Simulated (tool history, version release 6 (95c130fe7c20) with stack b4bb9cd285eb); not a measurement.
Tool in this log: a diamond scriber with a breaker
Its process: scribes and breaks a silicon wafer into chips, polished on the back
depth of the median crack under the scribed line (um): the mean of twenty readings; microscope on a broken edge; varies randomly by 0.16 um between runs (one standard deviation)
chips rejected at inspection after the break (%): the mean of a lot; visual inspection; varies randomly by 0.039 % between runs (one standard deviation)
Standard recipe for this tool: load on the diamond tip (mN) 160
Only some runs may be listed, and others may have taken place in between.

run   hour  load on the diamond tip (mN)  incoming depth of the damage left on the back of the incoming wafer, um  depth of the median crack under the scribed line (um)  chips rejected at inspection after the break (%)
  1    0.0                           160                                                                     0.02                                                  10.68                                              2.17
  2   12.0                           160                                                                     0.02                                                  10.53                                              2.24
  3   43.2                           160                                                                     0.01                                                  10.43                                              2.54
  4   57.6                           160                                                                     0.03                                                  10.42                                              2.66
  5   80.5                           184                                                                     0.03                                                  11.70                                              1.38
  6  106.0                           184                                                                     0.03                                                  11.27                                              1.55
  7  134.7                           189                                                                     0.04                                                  11.34                                              1.43
  8  153.0                           160                                                                     0.04                                                   9.61                                              3.77
     183.4  -- diamond tip replaced by a new one
  9  183.9                           160                                                                     0.01                                                  10.80                                              2.01
 10  200.1                           160                                                                     0.03                                                  10.82                                              2.01
 11  225.0                           160                                                                     0.02                                                  10.72                                              2.00
 12  261.0                           160                                                                     0.04                                                  10.78                                              1.97
 13  296.8                           160                                                                     0.02                                                  10.57                                              2.06
 14  371.6                           193                                                                     0.04                                                  12.03                                              1.27
 15  399.3                           193                                                                     0.02                                                  11.55                                              1.21
 16  424.0                           193                                                                     0.05                                                  11.65                                              1.26
 17  440.4                           120                                                                     0.03                                                   8.29                                             10.26
 18  468.9                           143                                                                     0.04                                                   9.20                                              5.81
 19  504.3                           160                                                                     0.01                                                   9.71                                              3.70
 20  532.6                           196                                                                     0.02                                                  11.43                                              1.38
     620.7  -- diamond tip replaced by a new one
 21  635.8                           146                                                                     0.04                                                  10.02                                              3.54
     643.7  -- load on the tip recalibrated
 22  649.0                           160                                                                     0.04                                                  11.89                                              1.24
 23  663.8                           136                                                                     0.02                                                  10.41                                              2.64
 24  695.9                           178                                                                     0.01                                                  12.53                                              1.49
 25  717.9                           126                                                                     0.02                                                   9.54                                              4.71
 26  744.6                           133                                                                     0.05                                                   9.89                                              3.64
 27  766.3                           126                                                                     0.04                                                   9.42                                              5.14
 28  785.5                           185                                                                     0.02                                                  12.25                                              1.45
 29  817.6                           194                                                                     0.02                                                  13.01                                              1.65
 30  846.0                           121                                                                     0.04                                                   8.97                                              7.39
 31  881.1                           160                                                                     0.02                                                  10.57                                              2.11
 32  914.3                           160                                                                     0.01                                                  10.50                                              2.46
 33  941.0                           134                                                                     0.04                                                   9.29                                              6.70

Branching from run 33: 3 alternative next runs. What would each branch give?
  A  941.6                           160                                                                     0.05                                                      ?                                                 ?
  B  941.6                           131                                                                     0.05                                                      ?                                                 ?
  C  941.6                           186                                                                     0.05                                                      ?                                                 ?

run  depth of the median crack under the scribed line (um)  chips rejected at inspection after the break (%)
  A                                                  10.71                                              2.76
  B                                                   9.27                                              7.55
  C                                                  11.92                                              1.34
With no hidden state in the tool, these same runs would have given:
run  depth of the median crack under the scribed line (um)  chips rejected at inspection after the break (%)
  A                                                  12.22                                              1.29
  B                                                  10.58                                              3.04
  C                                                  13.60                                              2.26

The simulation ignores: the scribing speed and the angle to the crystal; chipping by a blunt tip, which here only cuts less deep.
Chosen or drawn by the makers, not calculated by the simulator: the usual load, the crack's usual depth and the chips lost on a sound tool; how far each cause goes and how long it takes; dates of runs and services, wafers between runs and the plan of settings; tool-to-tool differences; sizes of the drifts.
